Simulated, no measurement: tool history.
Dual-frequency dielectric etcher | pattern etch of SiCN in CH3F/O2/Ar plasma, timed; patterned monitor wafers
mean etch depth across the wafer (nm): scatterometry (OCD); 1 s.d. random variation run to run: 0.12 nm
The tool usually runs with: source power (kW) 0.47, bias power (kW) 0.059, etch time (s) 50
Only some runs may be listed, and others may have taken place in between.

run	day	source power (kW)	bias power (kW)	etch time (s)	read-back reference wafer on the same gauge, depth_nm	mean etch depth across the wafer (nm)
1	0	0.55	0.051	50	16.88	18.11
2	1.233	0.52	0.059	50	16.87	19.28
3	2.904	0.52	0.059	50	16.92	19.15
4	5.229	0.52	0.059	50	16.88	19.07
5	6.696	0.47	0.048	50	16.91	16.63
6	9.662	0.47	0.048	50	16.88	16.77
7	11.792	0.47	0.048	50	16.93	16.92
8	13.942	0.47	0.059	50	16.9	18.8
9	16.396	0.47	0.059	50	16.94	18.89
10	17.996	0.47	0.05	61	16.92	21.21
# day 19.142: wet clean of the chamber
11	20.133	0.4	0.064	42	16.92	15.26
# day 21.004: bias power generator calibrated
12	22.454	0.44	0.05	50	16.93	16.41
13	24.096	0.47	0.059	63	16.94	23.82
14	25.358	0.39	0.059	50	16.85	17.36
15	26.6	0.37	0.045	41	16.9	11.96
16	28.125	0.47	0.059	50	16.95	19
# day 30.788: upper electrode replaced
17	30.912	0.47	0.072	40	16.88	16.88
18	33.433	0.47	0.059	50	16.87	18.92
19	35.925	0.47	0.059	50	16.86	18.91
# day 37.421: source power generator calibrated
# day 38.675: wet clean of the chamber
20	38.696	0.47	0.059	50	16.92	18.51
21	39.762	0.56	0.05	46	16.92	16.4
22	41.942	0.47	0.071	50	16.93	20.58
23	44.488	0.47	0.048	50	16.85	16.69
24	45.908	0.39	0.071	56.5	16.93	21.5
25	47.083	0.58	0.073	62	16.89	27.89
26	48.642	0.58	0.073	63	16.89	28.42
27	49.883	0.37	0.059	50	16.86	17.27
28	51.617	0.47	0.059	64.5	16.85	24.32
29	53.992	0.47	0.059	50	16.91	18.88

Forecast each of these 5 alternatives for the next run:
A	54.008	0.47	0.059	50	?	?
B	54.008	0.35	0.069	55.5	?	?
C	54.008	0.52	0.054	40.5	?	?
D	54.008	0.47	0.059	59	?	?
E	54.008	0.47	0.073	45.5	?	?

run	read-back reference wafer on the same gauge, depth_nm	mean etch depth across the wafer (nm)
A	16.94	18.85
B	16.94	20.34
C	16.94	15.14
D	16.94	22.25
E	16.94	19.18
What these runs would have given with no unlogged condition in the tool:
run	mean etch depth across the wafer (nm)
A	18.46
B	19.92
C	14.83
D	21.79
E	18.78
